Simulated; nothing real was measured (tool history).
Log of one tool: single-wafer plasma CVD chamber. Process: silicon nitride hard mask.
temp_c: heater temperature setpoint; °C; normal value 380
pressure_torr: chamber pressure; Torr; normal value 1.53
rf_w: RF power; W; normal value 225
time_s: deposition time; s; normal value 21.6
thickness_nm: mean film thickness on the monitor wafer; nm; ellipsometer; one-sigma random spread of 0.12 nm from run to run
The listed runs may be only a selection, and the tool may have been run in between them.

| run | hour | temp_c | pressure_torr | rf_w | time_s | read-back reference wafer on the same gauge, thickness_nm | thickness_nm |
|---|---|---|---|---|---|---|---|
| 1 | 0.0 | 380 | 1.53 | 225 | 23.0 | 21.447 | 23.551 |
| 2 | 30.3 | 380 | 1.32 | 225 | 21.6 | 21.489 | 21.229 |
| 3 | 46.4 | 380 | 1.32 | 225 | 21.6 | 21.447 | 21.334 |
| 4 | 81.2 | 380 | 1.32 | 225 | 21.6 | 21.488 | 21.249 |
|  | 83.7 | gauge calibrated |
| 5 | 101.2 | 380 | 1.53 | 225 | 21.6 | 21.490 | 21.878 |
| 6 | 137.0 | 380 | 1.53 | 225 | 21.6 | 21.549 | 22.080 |
| 7 | 166.1 | 380 | 1.53 | 225 | 21.6 | 21.479 | 21.799 |
| 8 | 201.0 | 380 | 1.53 | 225 | 21.6 | 21.519 | 21.934 |
| 9 | 221.9 | 370 | 1.39 | 255 | 17.9 | 21.501 | 19.732 |
| 10 | 252.0 | 380 | 1.53 | 225 | 21.6 | 21.489 | 21.632 |
| 11 | 265.4 | 380 | 1.42 | 225 | 21.6 | 21.471 | 21.190 |
| 12 | 278.6 | 391 | 1.53 | 225 | 21.6 | 21.484 | 21.657 |
| 13 | 303.0 | 380 | 1.53 | 190 | 21.6 | 21.501 | 18.568 |
| 14 | 334.1 | 380 | 1.53 | 225 | 21.6 | 21.479 | 21.499 |
| 15 | 361.2 | 380 | 1.84 | 225 | 21.6 | 21.488 | 22.516 |
|  | 382.3 | RF generator calibrated |
| 16 | 390.5 | 380 | 1.76 | 260 | 21.6 | 21.496 | 26.435 |
| 17 | 410.9 | 380 | 1.53 | 245 | 21.6 | 21.479 | 24.421 |

What will run 18 give?
|  | 420.0 | showerhead replaced |
|  | 429.3 | capacitance manometer re-zeroed and calibrated |
| 18 | 429.8 | 373 | 1.84 | 185 | 21.6 | ? | ? |

Run 18 measured read-back reference wafer on the same gauge, thickness_nm 21.452, thickness_nm 19.669 nm.
If the tool had no hidden condition, the same run with the same run-to-run variation would have returned thickness_nm 19.858 nm.

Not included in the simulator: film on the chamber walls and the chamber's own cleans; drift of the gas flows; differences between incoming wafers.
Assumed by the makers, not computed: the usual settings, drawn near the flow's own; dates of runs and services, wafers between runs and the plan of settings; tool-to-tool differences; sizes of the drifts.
